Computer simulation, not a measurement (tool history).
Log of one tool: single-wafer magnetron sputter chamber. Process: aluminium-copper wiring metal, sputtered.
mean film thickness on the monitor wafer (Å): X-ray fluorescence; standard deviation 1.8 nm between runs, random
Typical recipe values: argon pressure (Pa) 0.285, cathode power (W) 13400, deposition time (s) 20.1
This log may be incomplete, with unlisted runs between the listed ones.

run   hour  argon pressure (Pa)  cathode power (W)  deposition time (s)  wafers since the last listed run  wafers on the sputter target  hours since the last manometer calibration  hours since the magnet pack was replaced  hours since the gauge calibration  read-back reference wafer on the same gauge, thickness_nm  mean film thickness on the monitor wafer (Å)
  1      0                0.285              13400                 20.1                                 0                           775                                      2129.6                                    4408.3                              104.4                                                    570.867                                        5092.5
  2   29.5                0.285              13400                 20.1                               830                          1605                                      2159.1                                    4437.8                              133.9                                                    569.974                                       5120.48
  3   42.2                0.215              13400                 20.1                               357                          1962                                      2171.8                                    4450.5                              146.6                                                    570.056                                       5365.05
        76  -- sputter target and shields replaced
  4   76.5                0.215              13400                 20.1                               739                            13                                      2206.1                                    4484.8                              180.9                                                    569.286                                       5364.47
  5   95.4                0.285              13400                 20.1                               531                           545                                        2225                                    4503.7                              199.8                                                    569.559                                       5088.04
  6  113.8                0.285              13400                 20.1                               517                          1063                                      2243.4                                    4522.1                              218.2                                                    569.075                                       5091.59
  7  126.8                0.285              13400                 20.1                               365                          1429                                      2256.4                                    4535.1                              231.2                                                    569.096                                       5103.28
  8    154                0.285              13400                 20.1                               765                          2194                                      2283.6                                    4562.3                              258.4                                                    569.003                                       5103.09
  9  172.5                0.285              13400                 20.1                               520                          2714                                      2302.1                                    4580.8                              276.9                                                    568.661                                       5117.57

Run 10 is up next; what results do you expect?
     188.3  -- sputter target and shields replaced
 10  199.4                 0.39              12500                 22.2                               531                           311                                        2329                                    4607.7                              303.8                                                          ?                                             ?

{"run 10": {"read-back reference wafer on the same gauge, thickness_nm": 569.022, "mean film thickness on the monitor wafer (Å)": 4984.07}}
With the hidden condition absent and the run-to-run variation left alone, this run would have shown mean film thickness on the monitor wafer (Å) 5048.73.

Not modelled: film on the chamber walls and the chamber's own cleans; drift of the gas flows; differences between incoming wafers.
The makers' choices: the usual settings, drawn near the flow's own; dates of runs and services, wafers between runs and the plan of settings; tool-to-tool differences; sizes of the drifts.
